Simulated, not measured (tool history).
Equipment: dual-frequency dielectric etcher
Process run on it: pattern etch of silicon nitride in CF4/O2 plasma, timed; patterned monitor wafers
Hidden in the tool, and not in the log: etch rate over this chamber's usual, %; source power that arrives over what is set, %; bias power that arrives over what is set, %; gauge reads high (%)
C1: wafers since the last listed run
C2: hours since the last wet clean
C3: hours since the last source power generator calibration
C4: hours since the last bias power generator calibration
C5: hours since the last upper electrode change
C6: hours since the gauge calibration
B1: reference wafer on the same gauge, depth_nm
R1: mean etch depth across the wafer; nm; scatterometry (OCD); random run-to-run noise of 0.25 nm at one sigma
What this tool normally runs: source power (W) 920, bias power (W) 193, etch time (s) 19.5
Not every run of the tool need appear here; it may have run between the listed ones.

{"run": 1, "day": 0.0, "source power (W)": 920, "bias power (W)": 193, "etch time (s)": 19.5, "C1": 0, "C2": 442.0, "C3": 3920.9, "C4": 1704.4, "C5": 3439.2, "C6": 8.2, "B1": 71.3, "R1": 80.0}
{"run": 2, "day": 0.6, "source power (W)": 920, "bias power (W)": 193, "etch time (s)": 19.5, "C1": 146, "C2": 456.4, "C3": 3935.3, "C4": 1718.8, "C5": 3453.6, "C6": 22.6, "B1": 71.3, "R1": 79.7}
{"run": 3, "day": 0.929, "source power (W)": 920, "bias power (W)": 193, "etch time (s)": 19.5, "C1": 80, "C2": 464.3, "C3": 3943.2, "C4": 1726.7, "C5": 3461.5, "C6": 30.5, "B1": 71.2, "R1": 80.5}
{"run": 4, "day": 1.671, "source power (W)": 920, "bias power (W)": 193, "etch time (s)": 19.5, "C1": 181, "C2": 482.1, "C3": 3961.0, "C4": 1744.5, "C5": 3479.3, "C6": 48.3, "B1": 71.4, "R1": 80.3}
{"run": 5, "day": 2.121, "source power (W)": 920, "bias power (W)": 193, "etch time (s)": 19.5, "C1": 110, "C2": 492.9, "C3": 3971.8, "C4": 1755.3, "C5": 3490.1, "C6": 59.1, "B1": 71.3, "R1": 80.2}
{"run": 6, "day": 2.442, "source power (W)": 920, "bias power (W)": 193, "etch time (s)": 19.5, "C1": 78, "C2": 500.6, "C3": 3979.5, "C4": 1763.0, "C5": 3497.8, "C6": 66.8, "B1": 71.3, "R1": 80.6}
{"run": 7, "day": 3.146, "source power (W)": 920, "bias power (W)": 193, "etch time (s)": 19.5, "C1": 172, "C2": 517.5, "C3": 3996.4, "C4": 1779.9, "C5": 3514.7, "C6": 83.7, "B1": 71.4, "R1": 80.1}
{"run": 8, "day": 3.433, "source power (W)": 920, "bias power (W)": 193, "etch time (s)": 19.5, "C1": 70, "C2": 524.4, "C3": 4003.3, "C4": 1786.8, "C5": 3521.6, "C6": 90.6, "B1": 71.4, "R1": 80.4}
{"day": 4.821, "done": "upper electrode replaced"}
{"run": 9, "day": 4.842, "source power (W)": 920, "bias power (W)": 193, "etch time (s)": 19.5, "C1": 99, "C2": 558.2, "C3": 4037.1, "C4": 1820.6, "C5": 0.5, "C6": 124.4, "B1": 71.3, "R1": 80.3}
{"run": 10, "day": 4.854, "source power (W)": 920, "bias power (W)": 193, "etch time (s)": 24.0, "C1": 3, "C2": 558.5, "C3": 4037.4, "C4": 1820.9, "C5": 0.8, "C6": 124.7, "B1": 71.4, "R1": 99.2}
{"run": 11, "day": 4.871, "source power (W)": 920, "bias power (W)": 193, "etch time (s)": 19.5, "C1": 4, "C2": 558.9, "C3": 4037.8, "C4": 1821.3, "C5": 1.2, "C6": 125.1, "B1": 71.3, "R1": 80.9}
{"run": 12, "day": 4.904, "source power (W)": 920, "bias power (W)": 193, "etch time (s)": 19.5, "C1": 8, "C2": 559.7, "C3": 4038.6, "C4": 1822.1, "C5": 2.0, "C6": 125.9, "B1": 71.2, "R1": 80.8}
{"run": 13, "day": 5.621, "source power (W)": 920, "bias power (W)": 193, "etch time (s)": 19.5, "C1": 175, "C2": 576.9, "C3": 4055.8, "C4": 1839.3, "C5": 19.2, "C6": 143.1, "B1": 71.2, "R1": 80.9}
{"run": 14, "day": 5.992, "source power (W)": 920, "bias power (W)": 193, "etch time (s)": 19.5, "C1": 90, "C2": 585.8, "C3": 4064.7, "C4": 1848.2, "C5": 28.1, "C6": 152.0, "B1": 71.3, "R1": 80.5}
{"run": 15, "day": 6.458, "source power (W)": 1140, "bias power (W)": 240, "etch time (s)": 19.5, "C1": 114, "C2": 597.0, "C3": 4075.9, "C4": 1859.4, "C5": 39.3, "C6": 163.2, "B1": 71.3, "R1": 101.4}
{"day": 7.15, "done": "source power generator calibrated"}
{"run": 16, "day": 8.583, "source power (W)": 830, "bias power (W)": 238, "etch time (s)": 14.0, "C1": 478, "C2": 648.0, "C3": 34.4, "C4": 1910.4, "C5": 90.3, "C6": 214.2, "B1": 71.4, "R1": 58.3}
{"run": 17, "day": 8.867, "source power (W)": 1090, "bias power (W)": 193, "etch time (s)": 19.5, "C1": 69, "C2": 654.8, "C3": 41.2, "C4": 1917.2, "C5": 97.1, "C6": 221.0, "B1": 71.3, "R1": 91.9}
{"run": 18, "day": 9.129, "source power (W)": 920, "bias power (W)": 193, "etch time (s)": 15.0, "C1": 64, "C2": 661.1, "C3": 47.5, "C4": 1923.5, "C5": 103.4, "C6": 227.3, "B1": 71.2, "R1": 62.6}
{"run": 19, "day": 9.838, "source power (W)": 800, "bias power (W)": 193, "etch time (s)": 23.5, "C1": 173, "C2": 678.1, "C3": 64.5, "C4": 1940.5, "C5": 120.4, "C6": 244.3, "B1": 71.4, "R1": 89.2}
{"day": 10.85, "done": "gauge calibrated"}
{"day": 11.146, "done": "wet clean of the chamber"}
{"day": 11.238, "done": "bias power generator calibrated"}
{"run": 20, "day": 11.258, "source power (W)": 920, "bias power (W)": 193, "etch time (s)": 19.5, "C1": 80, "C2": 2.7, "C3": 98.6, "C4": 0.5, "C5": 154.5, "C6": 9.8, "B1": 71.3, "R1": 78.3}
{"run": 21, "day": 11.271, "source power (W)": 1100, "bias power (W)": 165, "etch time (s)": 21.5, "C1": 3, "C2": 3.0, "C3": 98.9, "C4": 0.8, "C5": 154.8, "C6": 10.1, "B1": 71.3, "R1": 93.2}

Forecast run 22:
{"run": 22, "day": 11.671, "source power (W)": 920, "bias power (W)": 193, "etch time (s)": 19.5, "C1": 97, "C2": 12.6, "C3": 108.5, "C4": 10.4, "C5": 164.4, "C6": 19.7, "B1": "?", "R1": "?"}

{"run 22": {"B1": 71.2, "R1": 78.7}}
Without the tool's hidden state the same run would have given R1 77.7 nm.
